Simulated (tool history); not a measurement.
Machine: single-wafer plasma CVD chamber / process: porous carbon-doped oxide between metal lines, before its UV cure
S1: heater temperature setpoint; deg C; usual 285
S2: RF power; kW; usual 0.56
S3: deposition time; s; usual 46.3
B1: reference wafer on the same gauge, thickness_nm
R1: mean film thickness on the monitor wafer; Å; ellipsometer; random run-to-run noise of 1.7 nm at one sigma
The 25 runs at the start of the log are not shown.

run,hour,S1,S2,S3,B1,R1
26,1799.6,295,0.645,46.3,261.729,3534.66
27,1853.4,297,0.625,40.4,262.573,2967.73
28,1908.2,292,0.625,40.2,262.373,3064
29,1950.1,292,0.625,43.4,261.158,3272.46
30,1990.8,285,0.56,46.3,262.074,3280.38
31,2067.2,295,0.56,46.3,261.785,3112.97
32,2150,274,0.64,46.3,262.267,4022.67
33,2237.7,298,0.56,46.3,261.62,3077.85
34,2323.4,292,0.45,43.4,262.334,2331.07

What if the next run were any one of these 4? Each begins from the tool's condition after run 34:
A,2323.8,278,0.56,46.3,?,?
B,2323.8,280,0.64,52.4,?,?
C,2323.8,285,0.645,46.3,?,?
D,2323.8,291,0.61,41.8,?,?

run,B1,R1
A,262.289,3448.22
B,262.289,4356.15
C,262.289,3770.66
D,262.289,3131.13
Without the tool's unlogged condition, the same runs would have read:
run,R1
A,3328.57
B,4206.07
C,3643.72
D,3028.11
